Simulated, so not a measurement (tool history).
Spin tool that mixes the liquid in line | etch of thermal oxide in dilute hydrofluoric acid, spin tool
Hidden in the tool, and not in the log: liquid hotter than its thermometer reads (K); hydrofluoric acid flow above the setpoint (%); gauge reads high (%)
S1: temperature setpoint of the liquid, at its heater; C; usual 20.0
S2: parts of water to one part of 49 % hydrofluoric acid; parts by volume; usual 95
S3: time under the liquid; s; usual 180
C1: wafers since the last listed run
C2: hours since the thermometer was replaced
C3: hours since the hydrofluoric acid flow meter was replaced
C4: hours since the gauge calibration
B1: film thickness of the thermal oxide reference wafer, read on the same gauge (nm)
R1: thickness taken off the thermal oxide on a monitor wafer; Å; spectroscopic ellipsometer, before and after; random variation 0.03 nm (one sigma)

run 1 hour=0.0 | S1=20.0 S2=75 S3=180 | C1=0 C2=428.8 C3=1205.2 C4=636.9 | B1=30.03 | R1=86.7
run 2 hour=62.2 | S1=20.0 S2=95 S3=145 | C1=306 C2=491.0 C3=1267.4 C4=699.1 | B1=30.01 | R1=53.7
run 3 hour=130.2 | S1=20.0 S2=95 S3=145 | C1=335 C2=559.0 C3=1335.4 C4=767.1 | B1=30.04 | R1=53.9
run 4 hour=201.5 | S1=20.0 S2=95 S3=180 | C1=351 C2=630.3 C3=1406.7 C4=838.4 | B1=30.02 | R1=67.6
run 5 hour=230.1 | S1=20.0 S2=95 S3=180 | C1=140 C2=658.9 C3=1435.3 C4=867.0 | B1=30.01 | R1=66.8
run 6 hour=301.4 | S1=20.0 S2=95 S3=180 | C1=351 C2=730.2 C3=1506.6 C4=938.3 | B1=29.98 | R1=67.3
run 7 hour=354.3 | S1=17.0 S2=95 S3=180 | C1=260 C2=783.1 C3=1559.5 C4=991.2 | B1=29.99 | R1=59.7
run 8 hour=411.4 | S1=17.0 S2=95 S3=180 | C1=281 C2=840.2 C3=1616.6 C4=1048.3 | B1=30.00 | R1=58.9
run 9 hour=436.5 | S1=20.0 S2=95 S3=180 | C1=123 C2=865.3 C3=1641.7 C4=1073.4 | B1=30.02 | R1=67.0
run 10 hour=469.7 | S1=20.0 S2=95 S3=180 | C1=163 C2=898.5 C3=1674.9 C4=1106.6 | B1=30.00 | R1=68.3
-- hour=479.9 hydrofluoric acid flow meter replaced
run 11 hour=510.0 | S1=20.0 S2=95 S3=180 | C1=193 C2=938.8 C3=30.1 C4=1146.9 | B1=30.02 | R1=65.3
run 12 hour=562.3 | S1=20.0 S2=95 S3=180 | C1=257 C2=991.1 C3=82.4 C4=1199.2 | B1=29.98 | R1=65.0
-- hour=567.5 gauge calibrated
run 13 hour=587.0 | S1=20.0 S2=95 S3=115 | C1=121 C2=1015.8 C3=107.1 C4=19.5 | B1=30.01 | R1=41.9
run 14 hour=643.7 | S1=20.0 S2=95 S3=180 | C1=279 C2=1072.5 C3=163.8 C4=76.2 | B1=29.98 | R1=65.4
run 15 hour=675.1 | S1=20.0 S2=50 S3=180 | C1=154 C2=1103.9 C3=195.2 C4=107.6 | B1=30.02 | R1=132.0
run 16 hour=728.4 | S1=23.0 S2=95 S3=180 | C1=262 C2=1157.2 C3=248.5 C4=160.9 | B1=29.96 | R1=74.6
run 17 hour=786.7 | S1=20.0 S2=95 S3=115 | C1=287 C2=1215.5 C3=306.8 C4=219.2 | B1=30.02 | R1=42.2
run 18 hour=839.1 | S1=20.0 S2=95 S3=180 | C1=258 C2=1267.9 C3=359.2 C4=271.6 | B1=29.99 | R1=65.4
run 19 hour=894.5 | S1=17.0 S2=115 S3=220 | C1=272 C2=1323.3 C3=414.6 C4=327.0 | B1=29.96 | R1=57.5
run 20 hour=956.8 | S1=20.0 S2=95 S3=180 | C1=306 C2=1385.6 C3=476.9 C4=389.3 | B1=29.98 | R1=66.0
-- hour=978.0 thermometer replaced
run 21 hour=1013.8 | S1=20.0 S2=135 S3=180 | C1=275 C2=35.8 C3=533.9 C4=446.3 | B1=29.98 | R1=44.5
run 22 hour=1069.5 | S1=20.0 S2=95 S3=210 | C1=274 C2=91.5 C3=589.6 C4=502.0 | B1=30.01 | R1=77.1
run 23 hour=1105.7 | S1=22.5 S2=45 S3=100 | C1=178 C2=127.7 C3=625.8 C4=538.2 | B1=30.00 | R1=91.1
run 24 hour=1146.4 | S1=25.0 S2=145 S3=250 | C1=200 C2=168.4 C3=666.5 C4=578.9 | B1=30.02 | R1=69.5
run 25 hour=1204.1 | S1=18.0 S2=60 S3=240 | C1=284 C2=226.1 C3=724.2 C4=636.6 | B1=30.00 | R1=132.9
run 26 hour=1232.3 | S1=20.0 S2=95 S3=180 | C1=138 C2=254.3 C3=752.4 C4=664.8 | B1=30.00 | R1=66.7
run 27 hour=1271.1 | S1=22.0 S2=60 S3=125 | C1=191 C2=293.1 C3=791.2 C4=703.6 | B1=30.00 | R1=82.7
run 28 hour=1305.0 | S1=20.0 S2=115 S3=180 | C1=167 C2=327.0 C3=825.1 C4=737.5 | B1=30.00 | R1=53.7
run 29 hour=1334.4 | S1=20.0 S2=95 S3=180 | C1=144 C2=356.4 C3=854.5 C4=766.9 | B1=30.04 | R1=67.0
run 30 hour=1399.3 | S1=20.0 S2=125 S3=245 | C1=319 C2=421.3 C3=919.4 C4=831.8 | B1=30.00 | R1=67.0
run 31 hour=1455.2 | S1=20.0 S2=70 S3=145 | C1=275 C2=477.2 C3=975.3 C4=887.7 | B1=30.01 | R1=75.0
run 32 hour=1485.6 | S1=18.5 S2=95 S3=265 | C1=149 C2=507.6 C3=1005.7 C4=918.1 | B1=30.00 | R1=92.7
run 33 hour=1517.6 | S1=20.0 S2=80 S3=180 | C1=157 C2=539.6 C3=1037.7 C4=950.1 | B1=30.03 | R1=81.0
run 34 hour=1584.7 | S1=18.0 S2=95 S3=180 | C1=330 C2=606.7 C3=1104.8 C4=1017.2 | B1=30.00 | R1=61.3

Forecast each of these 4 alternatives for the next run:
run A hour=1585.2 | S1=20.0 S2=55 S3=180 | C1=2 C2=607.2 C3=1105.3 C4=1017.7 | B1=? | R1=?
run B hour=1585.2 | S1=22.0 S2=115 S3=180 | C1=2 C2=607.2 C3=1105.3 C4=1017.7 | B1=? | R1=?
run C hour=1585.2 | S1=24.5 S2=95 S3=180 | C1=2 C2=607.2 C3=1105.3 C4=1017.7 | B1=? | R1=?
run D hour=1585.2 | S1=23.0 S2=115 S3=110 | C1=2 C2=607.2 C3=1105.3 C4=1017.7 | B1=? | R1=?

run=A B1=29.97 R1=121.3
run=B B1=29.97 R1=58.8
run=C B1=29.97 R1=80.5
run=D B1=29.97 R1=37.4
Without the tool's hidden state the same runs would have given:
run=A R1=118.0
run=B R1=57.1
run=C R1=78.2
run=D R1=36.3
